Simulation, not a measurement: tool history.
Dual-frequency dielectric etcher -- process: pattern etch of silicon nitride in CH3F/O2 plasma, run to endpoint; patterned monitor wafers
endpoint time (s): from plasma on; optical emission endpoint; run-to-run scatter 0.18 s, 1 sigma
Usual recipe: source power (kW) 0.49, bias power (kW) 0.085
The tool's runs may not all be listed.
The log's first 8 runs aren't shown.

run,hour,source power (kW),bias power (kW),"incoming incoming film thickness, nm",endpoint time (s)
9,178.1,0.54,0.073,64.5,61.3
10,223.7,0.54,0.073,64.3,61
11,243,0.49,0.095,64.2,55.5
12,268.3,0.49,0.095,64.5,55.7
# hour 308.7: wet clean of the chamber
13,309.2,0.49,0.085,64.4,61.7
14,309.6,0.57,0.074,64.3,62.7
15,325.9,0.49,0.074,64.3,65.6
16,358.5,0.44,0.085,64.6,63
17,391.5,0.39,0.097,64.4,61.1
18,418.8,0.42,0.069,64.4,70.4
19,438.1,0.49,0.085,65.1,61.5
# hour 445: source power generator calibrated
20,452.8,0.45,0.066,64.4,70.2
# hour 459.8: bias power generator calibrated
21,483.6,0.52,0.085,64.7,59.8
22,507.9,0.58,0.102,64.9,53.3
23,527.4,0.56,0.068,64.6,64.9

Forecast run 24:
24,541.5,0.58,0.096,64.4,?

endpoint time (s): 54.3
Without the tool's hidden state the same run would have given endpoint time (s) 54.8.
